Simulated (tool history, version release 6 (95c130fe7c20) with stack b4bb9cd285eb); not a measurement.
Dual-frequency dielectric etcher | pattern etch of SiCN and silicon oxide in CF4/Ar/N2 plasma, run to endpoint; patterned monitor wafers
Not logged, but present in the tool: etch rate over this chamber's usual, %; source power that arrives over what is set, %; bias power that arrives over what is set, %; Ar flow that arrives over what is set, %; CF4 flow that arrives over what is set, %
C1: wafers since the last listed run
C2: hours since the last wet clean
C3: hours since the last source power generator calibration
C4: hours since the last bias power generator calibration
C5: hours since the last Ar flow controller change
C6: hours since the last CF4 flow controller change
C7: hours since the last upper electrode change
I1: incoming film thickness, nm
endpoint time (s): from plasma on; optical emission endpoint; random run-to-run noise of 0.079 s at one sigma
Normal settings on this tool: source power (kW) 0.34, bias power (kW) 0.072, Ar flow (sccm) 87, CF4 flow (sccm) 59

run 1 hour=0 | source_power_(kW)=0.34 bias_power_(kW)=0.065 Ar_flow_(sccm)=87 CF4_flow_(sccm)=59 | C1=0 C2=333.8 C3=3666.8 C4=3963.9 C5=2272.7 C6=2335.5 C7=2160.6 | I1=16.98 | endpoint_time_(s)=26.2
run 2 hour=66.4 | source_power_(kW)=0.34 bias_power_(kW)=0.065 Ar_flow_(sccm)=87 CF4_flow_(sccm)=59 | C1=977 C2=400.2 C3=3733.2 C4=4030.3 C5=2339.1 C6=2401.9 C7=2227 | I1=16.95 | endpoint_time_(s)=26.1
run 3 hour=118 | source_power_(kW)=0.34 bias_power_(kW)=0.065 Ar_flow_(sccm)=87 CF4_flow_(sccm)=59 | C1=759 C2=451.8 C3=3784.8 C4=4081.9 C5=2390.7 C6=2453.5 C7=2278.6 | I1=17.14 | endpoint_time_(s)=26.3
-- hour=160.9 wet clean of the chamber
run 4 hour=205.8 | source_power_(kW)=0.34 bias_power_(kW)=0.072 Ar_flow_(sccm)=87 CF4_flow_(sccm)=48 | C1=939 C2=44.9 C3=3872.6 C4=4169.7 C5=2478.5 C6=2541.3 C7=2366.4 | I1=17.24 | endpoint_time_(s)=26.2
run 5 hour=277.2 | source_power_(kW)=0.34 bias_power_(kW)=0.072 Ar_flow_(sccm)=87 CF4_flow_(sccm)=48 | C1=1051 C2=116.3 C3=3944 C4=4241.1 C5=2549.9 C6=2612.7 C7=2437.8 | I1=17.17 | endpoint_time_(s)=26.5
run 6 hour=350.7 | source_power_(kW)=0.34 bias_power_(kW)=0.072 Ar_flow_(sccm)=87 CF4_flow_(sccm)=48 | C1=1081 C2=189.8 C3=4017.5 C4=4314.6 C5=2623.4 C6=2686.2 C7=2511.3 | I1=16.98 | endpoint_time_(s)=25.9
-- hour=434.5 upper electrode replaced
run 7 hour=443 | source_power_(kW)=0.34 bias_power_(kW)=0.072 Ar_flow_(sccm)=87 CF4_flow_(sccm)=59 | C1=1005 C2=282.1 C3=4109.8 C4=4406.9 C5=2715.7 C6=2778.5 C7=8.5 | I1=17.13 | endpoint_time_(s)=25.2
run 8 hour=528.8 | source_power_(kW)=0.27 bias_power_(kW)=0.08 Ar_flow_(sccm)=87 CF4_flow_(sccm)=59 | C1=1263 C2=367.9 C3=4195.6 C4=4492.7 C5=2801.5 C6=2864.3 C7=94.3 | I1=17.13 | endpoint_time_(s)=28.8
-- hour=586.5 wet clean of the chamber
run 9 hour=739.7 | source_power_(kW)=0.34 bias_power_(kW)=0.077 Ar_flow_(sccm)=87 CF4_flow_(sccm)=59 | C1=2751 C2=153.2 C3=4406.5 C4=4703.6 C5=3012.4 C6=3075.2 C7=305.2 | I1=16.94 | endpoint_time_(s)=24.3
-- hour=786.9 CF4 flow controller replaced
run 10 hour=800.2 | source_power_(kW)=0.37 bias_power_(kW)=0.072 Ar_flow_(sccm)=87 CF4_flow_(sccm)=59 | C1=802 C2=213.7 C3=4467 C4=4764.1 C5=3072.9 C6=13.3 C7=365.7 | I1=17.09 | endpoint_time_(s)=23.6
-- hour=805.7 bias power generator calibrated
run 11 hour=856.3 | source_power_(kW)=0.34 bias_power_(kW)=0.072 Ar_flow_(sccm)=87 CF4_flow_(sccm)=63 | C1=766 C2=269.8 C3=4523.1 C4=50.6 C5=3129 C6=69.4 C7=421.8 | I1=17.11 | endpoint_time_(s)=24.8
-- hour=959.1 Ar flow controller replaced
-- hour=966.6 wet clean of the chamber
run 12 hour=967.1 | source_power_(kW)=0.34 bias_power_(kW)=0.072 Ar_flow_(sccm)=87 CF4_flow_(sccm)=59 | C1=1432 C2=0.5 C3=4633.9 C4=161.4 C5=8 C6=180.2 C7=532.6 | I1=17.05 | endpoint_time_(s)=25
run 13 hour=1044.6 | source_power_(kW)=0.34 bias_power_(kW)=0.072 Ar_flow_(sccm)=75 CF4_flow_(sccm)=54 | C1=1140 C2=78 C3=4711.4 C4=238.9 C5=85.5 C6=257.7 C7=610.1 | I1=16.97 | endpoint_time_(s)=24.8
-- hour=1099.1 source power generator calibrated
run 14 hour=1305.7 | source_power_(kW)=0.32 bias_power_(kW)=0.072 Ar_flow_(sccm)=71 CF4_flow_(sccm)=51 | C1=3784 C2=339.1 C3=206.6 C4=500 C5=346.6 C6=518.8 C7=871.2 | I1=17 | endpoint_time_(s)=26.2
run 15 hour=1389.4 | source_power_(kW)=0.34 bias_power_(kW)=0.083 Ar_flow_(sccm)=87 CF4_flow_(sccm)=47 | C1=1232 C2=422.8 C3=290.3 C4=583.7 C5=430.3 C6=602.5 C7=954.9 | I1=17.3 | endpoint_time_(s)=25

What differs in the tool's unlogged condition from the final listed run ahead of each entry between runs to the first listed run following it?
From run 3 to run 4: wet clean of the chamber (hour 160.9)
  both runs share identical hidden conditions
From run 6 to run 7: upper electrode replaced (hour 434.5)
  both runs share identical hidden conditions
From run 8 to run 9: wet clean of the chamber (hour 586.5)
  both runs share identical hidden conditions
From run 9 to run 10: CF4 flow controller replaced (hour 786.9)
  both runs share identical hidden conditions
From run 10 to run 11: bias power generator calibrated (hour 805.7)
  both runs share identical hidden conditions
From run 11 to run 12: Ar flow controller replaced (hour 959.1); wet clean of the chamber (hour 966.6)
  both runs share identical hidden conditions
From run 13 to run 14: source power generator calibrated (hour 1099.1)
  both runs share identical hidden conditions
